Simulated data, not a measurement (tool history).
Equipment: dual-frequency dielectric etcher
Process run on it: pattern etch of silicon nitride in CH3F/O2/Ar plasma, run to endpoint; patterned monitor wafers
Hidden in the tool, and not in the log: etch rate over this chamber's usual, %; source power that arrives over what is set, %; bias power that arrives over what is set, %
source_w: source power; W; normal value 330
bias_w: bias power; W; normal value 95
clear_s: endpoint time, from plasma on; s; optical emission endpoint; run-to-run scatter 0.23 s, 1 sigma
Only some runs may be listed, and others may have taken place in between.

run	hour	source_w	bias_w	wafers since the last listed run	hours since the last wet clean	hours since the last source power generator calibration	hours since the last bias power generator calibration	hours since the last upper electrode change	incoming incoming film thickness, nm	clear_s
1	0.0	360	81	0	443.8	3761.5	3417.2	1803.4	29.83	41.5
2	28.6	360	81	217	472.4	3790.1	3445.8	1832.0	29.57	41.3
3	46.2	330	113	133	490.0	3807.7	3463.4	1849.6	29.76	38.3
4	77.2	330	113	235	521.0	3838.7	3494.4	1880.6	29.41	37.7
5	102.8	330	113	194	546.6	3864.3	3520.0	1906.2	29.63	38.2
# hour 112.0: bias power generator calibrated
# hour 114.1: source power generator calibrated
6	128.3	330	95	147	572.1	14.2	16.3	1931.7	29.54	40.3
7	158.0	330	95	225	601.8	43.9	46.0	1961.4	30.08	41.1

For run 8, what comes out?
8	174.5	350	112	125	618.3	60.4	62.5	1977.9	29.67	?

Run 8 gave clear_s 38.2 s.
With the hidden condition absent and the run-to-run variation left alone, this run would have shown clear_s 36.3 s.

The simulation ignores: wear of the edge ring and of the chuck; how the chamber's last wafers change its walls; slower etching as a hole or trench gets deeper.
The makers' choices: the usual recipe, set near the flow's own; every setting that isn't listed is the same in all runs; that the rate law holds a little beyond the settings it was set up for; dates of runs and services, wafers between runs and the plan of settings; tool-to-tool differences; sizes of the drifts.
